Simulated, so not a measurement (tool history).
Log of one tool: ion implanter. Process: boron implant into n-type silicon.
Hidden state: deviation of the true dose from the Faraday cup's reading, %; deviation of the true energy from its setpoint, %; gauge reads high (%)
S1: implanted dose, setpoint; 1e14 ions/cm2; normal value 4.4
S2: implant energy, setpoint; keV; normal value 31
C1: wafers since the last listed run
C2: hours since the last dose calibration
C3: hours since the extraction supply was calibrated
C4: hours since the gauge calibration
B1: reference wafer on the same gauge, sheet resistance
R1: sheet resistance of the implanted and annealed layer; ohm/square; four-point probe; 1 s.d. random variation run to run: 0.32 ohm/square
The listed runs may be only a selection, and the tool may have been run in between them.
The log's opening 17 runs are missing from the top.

{"run": 18, "hour": 202.6, "S1": 4.4, "S2": 31, "C1": 289, "C2": 70.7, "C3": 5487.4, "C4": 354.6, "B1": 225, "R1": 214.97}
{"run": 19, "hour": 211.1, "S1": 3.28, "S2": 24.5, "C1": 164, "C2": 79.2, "C3": 5495.9, "C4": 363.1, "B1": 224.92, "R1": 278.49}
{"run": 20, "hour": 228.9, "S1": 4.4, "S2": 31, "C1": 345, "C2": 97, "C3": 5513.7, "C4": 380.9, "B1": 224.97, "R1": 215.14}
{"hour": 239.6, "done": "gauge calibrated"}
{"run": 21, "hour": 279.8, "S1": 4.02, "S2": 22, "C1": 987, "C2": 147.9, "C3": 5564.6, "C4": 40.2, "B1": 225.14, "R1": 240.17}
{"run": 22, "hour": 287.2, "S1": 4.74, "S2": 24.5, "C1": 143, "C2": 155.3, "C3": 5572, "C4": 47.6, "B1": 224.94, "R1": 206.91}
{"hour": 295.8, "done": "extraction supply calibrated"}
{"run": 23, "hour": 297.2, "S1": 3.95, "S2": 38.5, "C1": 38, "C2": 165.3, "C3": 1.4, "C4": 57.6, "B1": 225.01, "R1": 229.09}
{"run": 24, "hour": 303.6, "S1": 3.86, "S2": 22.5, "C1": 124, "C2": 171.7, "C3": 7.8, "C4": 64, "B1": 224.83, "R1": 246.76}
{"run": 25, "hour": 309.6, "S1": 4.4, "S2": 31, "C1": 116, "C2": 177.7, "C3": 13.8, "C4": 70, "B1": 224.86, "R1": 214.49}
{"run": 26, "hour": 316.5, "S1": 3.9, "S2": 23, "C1": 133, "C2": 184.6, "C3": 20.7, "C4": 76.9, "B1": 225.12, "R1": 244.99}
{"run": 27, "hour": 332.9, "S1": 4.4, "S2": 31, "C1": 318, "C2": 201, "C3": 37.1, "C4": 93.3, "B1": 225.01, "R1": 215.23}
{"run": 28, "hour": 343.6, "S1": 4.4, "S2": 35.5, "C1": 207, "C2": 211.7, "C3": 47.8, "C4": 104, "B1": 224.95, "R1": 211.86}
{"run": 29, "hour": 353.0, "S1": 3.73, "S2": 38.5, "C1": 182, "C2": 221.1, "C3": 57.2, "C4": 113.4, "B1": 224.8, "R1": 240.39}
{"run": 30, "hour": 361.3, "S1": 4.4, "S2": 38.5, "C1": 161, "C2": 229.4, "C3": 65.5, "C4": 121.7, "B1": 224.97, "R1": 209.89}
{"run": 31, "hour": 371.3, "S1": 4.4, "S2": 31, "C1": 194, "C2": 239.4, "C3": 75.5, "C4": 131.7, "B1": 224.91, "R1": 214.93}
{"run": 32, "hour": 382.8, "S1": 5.69, "S2": 34.5, "C1": 223, "C2": 250.9, "C3": 87, "C4": 143.2, "B1": 224.95, "R1": 172.4}

Branching from run 32: 3 alternative next runs. What would each branch give?
{"run": "A", "hour": 383.2, "S1": 5.23, "S2": 31, "C1": 7, "C2": 251.3, "C3": 87.4, "C4": 143.6, "B1": "?", "R1": "?"}
{"run": "B", "hour": 383.2, "S1": 4.4, "S2": 24.5, "C1": 7, "C2": 251.3, "C3": 87.4, "C4": 143.6, "B1": "?", "R1": "?"}
{"run": "C", "hour": 383.2, "S1": 3.93, "S2": 31, "C1": 7, "C2": 251.3, "C3": 87.4, "C4": 143.6, "B1": "?", "R1": "?"}

run=A B1=224.98 R1=186.53
run=B B1=224.98 R1=220.37
run=C B1=224.98 R1=235.46
With no hidden state in the tool, these same runs would have given:
run=A R1=186.34
run=B R1=220.15
run=C R1=235.23
